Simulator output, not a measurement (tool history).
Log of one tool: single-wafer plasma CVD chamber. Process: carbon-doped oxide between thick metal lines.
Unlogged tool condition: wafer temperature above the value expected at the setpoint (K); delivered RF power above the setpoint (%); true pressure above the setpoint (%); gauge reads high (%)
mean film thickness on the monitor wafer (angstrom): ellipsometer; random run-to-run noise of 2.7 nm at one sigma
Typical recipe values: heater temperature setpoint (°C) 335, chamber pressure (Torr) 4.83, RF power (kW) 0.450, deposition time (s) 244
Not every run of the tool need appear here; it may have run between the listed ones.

run	day	heater temperature setpoint (°C)	chamber pressure (Torr)	RF power (kW)	deposition time (s)	wafers since the last listed run	hours since the last thermocouple change	hours since the last RF generator calibration	hours since the last manometer calibration	hours since the showerhead was replaced	hours since the gauge calibration	read-back reference wafer on the same gauge, thickness_nm	mean film thickness on the monitor wafer (angstrom)
1	0.000	335	3.95	0.380	244	0	1095.2	1374.4	1489.8	7900.5	1418.3	1040.253	8722.20
2	2.096	344	5.37	0.450	244	418	1145.5	1424.7	1540.1	7950.8	1468.6	1040.014	10988.55
# day 3.875: RF generator calibrated
3	5.042	344	5.37	0.450	244	521	1216.2	28.0	1610.8	8021.5	1539.3	1040.515	10993.67
# day 7.829: thermocouple changed; heater temperature recalibrated
4	7.850	344	5.37	0.450	244	494	0.5	95.4	1678.2	8088.9	1606.7	1039.945	10986.76
5	10.708	335	4.83	0.450	244	570	69.1	164.0	1746.8	8157.5	1675.3	1039.342	10956.55
6	13.350	335	4.83	0.450	244	527	132.5	227.4	1810.2	8220.9	1738.7	1040.663	11005.15
7	14.892	335	5.54	0.450	244	307	169.5	264.4	1847.2	8257.9	1775.7	1040.033	11338.74
8	17.371	335	5.54	0.450	244	495	229.0	323.9	1906.7	8317.4	1835.2	1040.297	11368.33
9	19.971	327	5.61	0.540	244	519	291.4	386.3	1969.1	8379.8	1897.6	1039.804	13477.52
10	22.075	322	5.34	0.480	272	420	341.9	436.8	2019.6	8430.3	1948.1	1040.129	13725.67
11	23.079	335	5.54	0.450	244	200	366.0	460.9	2043.7	8454.4	1972.2	1039.656	11290.46
# day 23.983: gauge calibrated
# day 24.825: showerhead replaced
12	25.079	335	5.89	0.450	277	332	414.0	508.9	2091.7	6.1	26.3	1039.950	12987.30
13	27.342	345	5.84	0.450	244	451	468.3	563.2	2146.0	60.4	80.6	1039.863	11126.85
# day 28.733: capacitance manometer re-zeroed and calibrated
14	30.150	322	3.67	0.450	197	494	535.7	630.6	34.0	127.8	148.0	1040.816	8593.66
15	33.112	335	5.27	0.450	244	591	606.8	701.7	105.1	198.9	219.1	1039.901	11219.14
16	35.725	335	4.83	0.450	244	521	669.5	764.4	167.8	261.6	281.8	1040.389	10951.36
17	37.200	335	3.95	0.380	244	294	704.9	799.8	203.2	297.0	317.2	1040.450	8701.79
18	40.779	345	4.35	0.450	230	714	790.8	885.7	289.1	382.9	403.1	1039.238	9794.17
19	41.967	335	4.83	0.450	244	237	819.3	914.2	317.6	411.4	431.6	1039.910	10943.10
20	43.142	335	4.83	0.450	270	234	847.5	942.4	345.8	439.6	459.8	1040.050	12124.13
21	44.404	335	4.83	0.450	277	252	877.8	972.7	376.1	469.9	490.1	1039.265	12472.65
22	46.796	348	5.77	0.450	244	477	935.2	1030.1	433.5	527.3	547.5	1039.835	11071.44
23	49.221	335	4.83	0.450	244	484	993.4	1088.3	491.7	585.5	605.7	1040.095	11002.51
24	50.438	322	4.83	0.450	244	243	1022.6	1117.5	520.9	614.7	634.9	1040.203	11386.79
25	51.517	323	4.83	0.375	290	215	1048.5	1143.4	546.8	640.6	660.8	1040.519	11120.20
26	54.196	335	4.83	0.450	244	535	1112.8	1207.7	611.1	704.9	725.1	1038.778	11008.31
27	55.367	335	4.83	0.450	244	233	1140.9	1235.8	639.2	733.0	753.2	1040.163	10981.33
28	56.867	348	5.74	0.450	244	299	1176.9	1271.8	675.2	769.0	789.2	1040.773	11004.15
29	59.729	335	4.83	0.450	244	571	1245.6	1340.5	743.9	837.7	857.9	1039.079	10957.69

Below are 3 alternative next runs, each starting from the tool's condition after run 29. Predict each:
A	59.750	335	4.83	0.450	244	4	1246.1	1341.0	744.4	838.2	858.4	?	?
B	59.750	330	4.41	0.450	244	4	1246.1	1341.0	744.4	838.2	858.4	?	?
C	59.750	339	3.65	0.450	197	4	1246.1	1341.0	744.4	838.2	858.4	?	?

run	read-back reference wafer on the same gauge, thickness_nm	mean film thickness on the monitor wafer (angstrom)
A	1039.946	10999.92
B	1039.946	10881.18
C	1039.946	8214.08
Without the tool's unlogged condition, the same runs would have read:
run	mean film thickness on the monitor wafer (angstrom)
A	10999.92
B	10881.18
C	8214.08
